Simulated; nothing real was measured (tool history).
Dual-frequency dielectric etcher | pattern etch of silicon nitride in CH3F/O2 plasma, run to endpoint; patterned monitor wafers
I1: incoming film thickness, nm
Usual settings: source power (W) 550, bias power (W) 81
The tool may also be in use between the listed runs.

{"run": 1, "day": 0.0, "source power (W)": 550, "bias power (W)": 81, "I1": 88.0, "endpoint time (s)": 87.5}
{"run": 2, "day": 2.196, "source power (W)": 550, "bias power (W)": 81, "I1": 86.6, "endpoint time (s)": 85.3}
{"day": 4.317, "done": "wet clean of the chamber"}
{"run": 3, "day": 4.846, "source power (W)": 550, "bias power (W)": 69, "I1": 86.7, "endpoint time (s)": 91.8}
{"run": 4, "day": 7.05, "source power (W)": 480, "bias power (W)": 86, "I1": 87.9, "endpoint time (s)": 91.9}
{"run": 5, "day": 9.104, "source power (W)": 480, "bias power (W)": 86, "I1": 86.2, "endpoint time (s)": 90.0}
{"day": 12.604, "done": "upper electrode replaced"}
{"run": 6, "day": 12.625, "source power (W)": 480, "bias power (W)": 86, "I1": 86.8, "endpoint time (s)": 90.5}
{"run": 7, "day": 13.967, "source power (W)": 550, "bias power (W)": 81, "I1": 88.6, "endpoint time (s)": 88.5}
{"run": 8, "day": 16.096, "source power (W)": 430, "bias power (W)": 92, "I1": 87.1, "endpoint time (s)": 92.6}
{"run": 9, "day": 18.238, "source power (W)": 420, "bias power (W)": 81, "I1": 87.1, "endpoint time (s)": 97.1}
{"day": 19.021, "done": "source power generator calibrated"}
{"run": 10, "day": 20.308, "source power (W)": 630, "bias power (W)": 81, "I1": 87.5, "endpoint time (s)": 82.8}
{"day": 21.175, "done": "bias power generator calibrated"}
{"run": 11, "day": 21.783, "source power (W)": 590, "bias power (W)": 81, "I1": 87.8, "endpoint time (s)": 86.0}
{"day": 24.596, "done": "wet clean of the chamber"}
{"run": 12, "day": 26.8, "source power (W)": 450, "bias power (W)": 68, "I1": 87.1, "endpoint time (s)": 103.2}
{"run": 13, "day": 28.062, "source power (W)": 550, "bias power (W)": 81, "I1": 86.8, "endpoint time (s)": 88.5}
{"run": 14, "day": 30.862, "source power (W)": 680, "bias power (W)": 99, "I1": 88.2, "endpoint time (s)": 76.5}
{"run": 15, "day": 33.096, "source power (W)": 480, "bias power (W)": 86, "I1": 87.6, "endpoint time (s)": 92.2}

Some steps in endpoint time (s) between neighbouring runs. How much of each would the tool show without its hidden state too (settings, what came in, random variation), and how much is left for the hidden state, with any gauge scatter that isn't in both results?
The hidden state here: etch rate over this chamber's usual, %; source power that arrives over what is set, %; bias power that arrives over what is set, %.
Run 9 -> 10: source power (W) 420 -> 630, source power generator calibrated. endpoint time (s) -14.3: hidden state +2.0, all else -16.3.
Run 11 -> 12: source power (W) 590 -> 450, bias power (W) 81 -> 68, wet clean of the chamber. endpoint time (s) +17.2: hidden state +1.0, all else +16.2.
